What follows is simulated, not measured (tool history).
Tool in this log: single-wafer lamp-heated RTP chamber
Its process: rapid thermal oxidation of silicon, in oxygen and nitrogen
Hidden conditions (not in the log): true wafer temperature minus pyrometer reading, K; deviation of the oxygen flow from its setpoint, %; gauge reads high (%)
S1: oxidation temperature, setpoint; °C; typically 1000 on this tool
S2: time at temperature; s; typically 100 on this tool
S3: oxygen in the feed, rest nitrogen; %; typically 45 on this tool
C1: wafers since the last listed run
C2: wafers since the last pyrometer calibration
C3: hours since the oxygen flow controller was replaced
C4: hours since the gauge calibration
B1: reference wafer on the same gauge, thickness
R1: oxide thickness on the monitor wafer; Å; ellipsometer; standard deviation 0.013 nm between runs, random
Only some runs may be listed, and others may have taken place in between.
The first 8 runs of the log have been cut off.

Run 9, hour 484.1: usual settings; C1 237; C2 2171; C3 3703.0; C4 1325.4; B1 4.480. Result: R1 53.69 Å.
Run 10, hour 514.3: usual settings; C1 205; C2 2377; C3 3733.2; C4 1355.6; B1 4.479. Result: R1 53.50 Å.
Run 11, hour 538.9: usual settings; C1 167; C2 2545; C3 3757.8; C4 1380.2; B1 4.482. Result: R1 53.70 Å.
Run 12, hour 566.6: usual settings; C1 188; C2 2733; C3 3785.5; C4 1407.9; B1 4.477. Result: R1 53.75 Å.
Run 13, hour 601.5: usual settings; C1 237; C2 2971; C3 3820.4; C4 1442.8; B1 4.479. Result: R1 53.92 Å.
At hour 609.9: gauge calibrated.
Run 14, hour 699.2: usual settings; C1 665; C2 3637; C3 3918.1; C4 89.3; B1 4.476. Result: R1 53.77 Å.
Run 15, hour 758.6: usual settings; C1 404; C2 4042; C3 3977.5; C4 148.7; B1 4.483. Result: R1 54.12 Å.
Run 16, hour 805.5: usual settings but S2 121 s; C1 319; C2 4362; C3 4024.4; C4 195.6; B1 4.476. Result: R1 58.55 Å.
Run 17, hour 876.1: usual settings but S1 973 °C, S2 118 s, S3 72 %; C1 481; C2 4843; C3 4095.0; C4 266.2; B1 4.482. Result: R1 56.00 Å.
Run 18, hour 916.1: usual settings but S2 130 s, S3 57 %; C1 272; C2 5116; C3 4135.0; C4 306.2; B1 4.483. Result: R1 65.73 Å.
Run 19, hour 1084.2: usual settings but S1 1022 °C; C1 1145; C2 6261; C3 4303.1; C4 474.3; B1 4.479. Result: R1 63.44 Å.
Run 20, hour 1114.2: usual settings; C1 204; C2 6466; C3 4333.1; C4 504.3; B1 4.473. Result: R1 54.12 Å.
Run 21, hour 1141.4: usual settings but S1 990 °C, S2 130 s; C1 185; C2 6651; C3 4360.3; C4 531.5; B1 4.482. Result: R1 56.36 Å.
Run 22, hour 1188.9: usual settings but S1 1029 °C, S2 126 s, S3 29 %; C1 323; C2 6975; C3 4407.8; C4 579.0; B1 4.476. Result: R1 62.97 Å.
At hour 1224.1: oxygen flow controller replaced.
Run 23, hour 1255.6: usual settings but S1 1026 °C, S2 128 s, S3 19 %; C1 400; C2 7375; C3 31.5; C4 645.7; B1 4.479. Result: R1 53.67 Å.
At hour 1292.2: pyrometer window cleaned and pyrometer calibrated.
Run 24, hour 1311.3: usual settings but S1 1026 °C, S2 71 s, S3 26 %; C1 325; C2 130; C3 87.2; C4 701.4; B1 4.478. Result: R1 46.23 Å.
Run 25, hour 1356.4: usual settings; C1 307; C2 437; C3 132.3; C4 746.5; B1 4.480. Result: R1 53.44 Å.
Run 26, hour 1421.8: usual settings but S1 1021 °C; C1 445; C2 883; C3 197.7; C4 811.9; B1 4.479. Result: R1 62.45 Å.
Run 27, hour 1448.0: usual settings but S1 1011 °C, S3 53 %; C1 178; C2 1062; C3 223.9; C4 838.1; B1 4.472. Result: R1 61.48 Å.
Run 28, hour 1496.2: usual settings but S2 85 s, S3 59 %; C1 328; C2 1390; C3 272.1; C4 886.3; B1 4.480. Result: R1 54.76 Å.
Run 29, hour 1531.6: usual settings but S1 1025 °C, S2 70 s, S3 57 %; C1 241; C2 1632; C3 307.5; C4 921.7; B1 4.482. Result: R1 59.52 Å.
Run 30, hour 1567.1: usual settings; C1 241; C2 1873; C3 343.0; C4 957.2; B1 4.487. Result: R1 53.90 Å.
Run 31, hour 1617.6: usual settings; C1 344; C2 2218; C3 393.5; C4 1007.7; B1 4.476. Result: R1 53.90 Å.

Below are 3 alternative next runs, each starting from the tool's condition after run 31. Predict each:
Run A, hour 1618.0: usual settings; C1 2; C2 2220; C3 393.9; C4 1008.1; B1 ?. Result: R1 ?.
Run B, hour 1618.0: usual settings but S1 1027 °C; C1 2; C2 2220; C3 393.9; C4 1008.1; B1 ?. Result: R1 ?.
Run C, hour 1618.0: usual settings but S1 970 °C, S2 126 s, S3 24 %; C1 2; C2 2220; C3 393.9; C4 1008.1; B1 ?. Result: R1 ?.

run     B1     R1
  A  4.478  53.99
  B  4.478  65.41
  C  4.478  39.49
With the hidden condition removed and each run's random variation left untouched, the same runs would have given:
run     R1
  A  53.55
  B  64.88
  C  39.20
